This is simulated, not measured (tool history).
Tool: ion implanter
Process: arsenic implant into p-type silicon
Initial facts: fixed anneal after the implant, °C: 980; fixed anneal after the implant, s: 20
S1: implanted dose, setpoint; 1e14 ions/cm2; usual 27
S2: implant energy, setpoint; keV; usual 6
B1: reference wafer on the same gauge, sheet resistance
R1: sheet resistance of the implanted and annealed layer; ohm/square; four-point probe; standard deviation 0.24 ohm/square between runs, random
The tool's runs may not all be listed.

| run | hour | S1 | S2 | B1 | R1 |
|---|---|---|---|---|---|
| 1 | 0 | 27 | 6 | 146.94 | 163.54 |
| 2 | 15.7 | 27 | 6 | 146.95 | 164.02 |
| 3 | 27.8 | 27 | 6 | 147.04 | 163.89 |
| 4 | 41.1 | 27 | 4.5 | 147.05 | 173.64 |
| 5 | 58.9 | 27 | 4.5 | 147.12 | 173.17 |
| 6 | 81.9 | 27 | 4.5 | 147.09 | 173.06 |
| 7 | 132 | 27 | 6 | 147.14 | 163.52 |
| 8 | 148.6 | 27 | 6 | 147.13 | 163.84 |
| 9 | 155.8 | 27 | 6 | 147.23 | 163.66 |
| 10 | 169.5 | 27 | 7 | 147.2 | 159.41 |
| 11 | 182.9 | 32.66 | 6 | 147.11 | 159.59 |
| 12 | 193.8 | 32.66 | 6 | 147.22 | 159.95 |
| 13 | 204.6 | 32.66 | 6 | 147.25 | 160.23 |
| 14 | 215.4 | 27 | 6 | 147.21 | 163.88 |
| 15 | 225.4 | 30.98 | 4.5 | 147.2 | 170.56 |
| 16 | 241.5 | 22.5 | 6 | 147.21 | 168.3 |
| 17 | 258.6 | 31.28 | 7.5 | 147.25 | 154.27 |
|  | 261.5 | gauge calibrated |
|  | 274.9 | Faraday cup replaced and dose calibrated |
| 18 | 275.9 | 20.42 | 8 | 146.15 | 160.99 |
| 19 | 318.2 | 29.6 | 4 | 146.52 | 174.48 |
|  | 332.8 | extraction supply calibrated |
| 20 | 333.3 | 30.91 | 7 | 146.6 | 155.87 |
| 21 | 335.5 | 27 | 4 | 146.59 | 177.65 |
| 22 | 350.6 | 18.95 | 8 | 146.71 | 163.7 |
| 23 | 366.1 | 18.95 | 8 | 146.76 | 163.63 |
| 24 | 374.5 | 24.57 | 7 | 146.8 | 160.73 |
| 25 | 387.5 | 30.48 | 6 | 146.93 | 161.07 |
| 26 | 399.7 | 27 | 7.5 | 146.96 | 157.5 |
| 27 | 413.7 | 27 | 6 | 147.03 | 164.01 |
| 28 | 426.9 | 27 | 6 | 147.05 | 163.71 |
| 29 | 438.9 | 27 | 6 | 147.05 | 163.76 |

Hidden state, per run?
deviation of the true dose from the Faraday cup's reading, %: 0 across all the runs
deviation of the true energy from its setpoint, %: 0 across all the runs
H1: gauge reads high (%)
| run | H1 |
|---|---|
| 1 | 0.633 |
| 2 | 0.661 |
| 3 | 0.681 |
| 4 | 0.7 |
| 5 | 0.723 |
| 6 | 0.749 |
| 7 | 0.791 |
| 8 | 0.802 |
| 9 | 0.806 |
| 10 | 0.814 |
| 11 | 0.82 |
| 12 | 0.825 |
| 13 | 0.83 |
| 14 | 0.834 |
| 15 | 0.837 |
| 16 | 0.842 |
| 17 | 0.847 |
| 18 | 0.124 |
| 19 | 0.365 |
| 20 | 0.434 |
| 21 | 0.443 |
| 22 | 0.503 |
| 23 | 0.558 |
| 24 | 0.585 |
| 25 | 0.624 |
| 26 | 0.657 |
| 27 | 0.691 |
| 28 | 0.72 |
| 29 | 0.744 |

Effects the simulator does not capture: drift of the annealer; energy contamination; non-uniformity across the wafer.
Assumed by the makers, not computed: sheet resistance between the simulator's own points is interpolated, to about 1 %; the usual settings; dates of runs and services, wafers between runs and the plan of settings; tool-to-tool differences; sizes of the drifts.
